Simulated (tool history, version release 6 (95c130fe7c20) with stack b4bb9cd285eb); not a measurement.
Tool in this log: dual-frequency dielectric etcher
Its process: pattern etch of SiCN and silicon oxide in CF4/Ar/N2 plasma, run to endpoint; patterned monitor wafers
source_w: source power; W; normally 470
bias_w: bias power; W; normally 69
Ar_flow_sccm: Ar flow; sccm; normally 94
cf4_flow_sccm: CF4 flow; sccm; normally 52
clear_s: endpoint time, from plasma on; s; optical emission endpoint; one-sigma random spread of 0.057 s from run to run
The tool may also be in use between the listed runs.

| run | hour | source_w | bias_w | Ar_flow_sccm | cf4_flow_sccm | incoming incoming film thickness, nm | clear_s |
|---|---|---|---|---|---|---|---|
| 1 | 0 | 470 | 69 | 94 | 52 | 10.09 | 12.4 |
| 2 | 47.5 | 470 | 69 | 94 | 52 | 10.13 | 12.3 |
| 3 | 129.9 | 470 | 69 | 94 | 52 | 10.01 | 12.3 |
| 4 | 392.9 | 470 | 69 | 94 | 52 | 9.96 | 12.4 |
| 5 | 464.3 | 470 | 69 | 94 | 52 | 9.98 | 12.5 |
|  | 489.7 | wet clean of the chamber |
| 6 | 597.3 | 470 | 69 | 94 | 52 | 10.03 | 13 |
| 7 | 648.3 | 500 | 69 | 94 | 52 | 10.07 | 12.3 |
| 8 | 706.8 | 500 | 69 | 94 | 52 | 9.97 | 12.4 |
|  | 735 | bias power generator calibrated |
|  | 743.4 | wet clean of the chamber, repeated, since the last time left the tool worse |
|  | 776.8 | source power generator calibrated |
|  | 794.8 | Ar flow controller replaced |
| 9 | 795.3 | 470 | 69 | 94 | 52 | 10.17 | 12.4 |
|  | 836.2 | upper electrode replaced |
| 10 | 872.9 | 360 | 69 | 77 | 52 | 9.95 | 14.6 |
|  | 895 | CF4 flow controller replaced |
| 11 | 934.2 | 470 | 79 | 83 | 52 | 9.97 | 11.1 |
| 12 | 1024.5 | 440 | 62 | 94 | 52 | 10.06 | 13.9 |
| 13 | 1106.1 | 470 | 69 | 94 | 52 | 10.09 | 12.5 |
| 14 | 1175.9 | 390 | 69 | 79 | 52 | 10 | 14 |
| 15 | 1240.6 | 420 | 53 | 86 | 58 | 9.92 | 15.2 |
|  | 1299.9 | wet clean of the chamber |
| 16 | 1314.2 | 470 | 61 | 72 | 47 | 9.91 | 12.3 |
| 17 | 1534.1 | 470 | 69 | 94 | 52 | 10.1 | 12.4 |
| 18 | 1614.9 | 470 | 69 | 94 | 52 | 10.13 | 12.5 |
| 19 | 1687.5 | 470 | 82 | 94 | 52 | 9.94 | 11.3 |

Predict each of these 5 candidate next runs independently; none follows another, all start after run 19:
| A | 1687.9 | 470 | 69 | 94 | 52 | 9.95 | ? |
| B | 1687.9 | 470 | 69 | 94 | 56 | 9.95 | ? |
| C | 1687.9 | 470 | 63 | 109 | 52 | 9.95 | ? |
| D | 1687.9 | 470 | 69 | 81 | 52 | 9.95 | ? |
| E | 1687.9 | 380 | 58 | 84 | 52 | 9.95 | ? |

| run | clear_s |
|---|---|
| A | 12.3 |
| B | 12.1 |
| C | 13.3 |
| D | 11.9 |
| E | 15.7 |
With the hidden condition removed and each run's random variation left untouched, the same runs would have given:
| run | clear_s |
|---|---|
| A | 12 |
| B | 11.9 |
| C | 13 |
| D | 11.6 |
| E | 15.4 |

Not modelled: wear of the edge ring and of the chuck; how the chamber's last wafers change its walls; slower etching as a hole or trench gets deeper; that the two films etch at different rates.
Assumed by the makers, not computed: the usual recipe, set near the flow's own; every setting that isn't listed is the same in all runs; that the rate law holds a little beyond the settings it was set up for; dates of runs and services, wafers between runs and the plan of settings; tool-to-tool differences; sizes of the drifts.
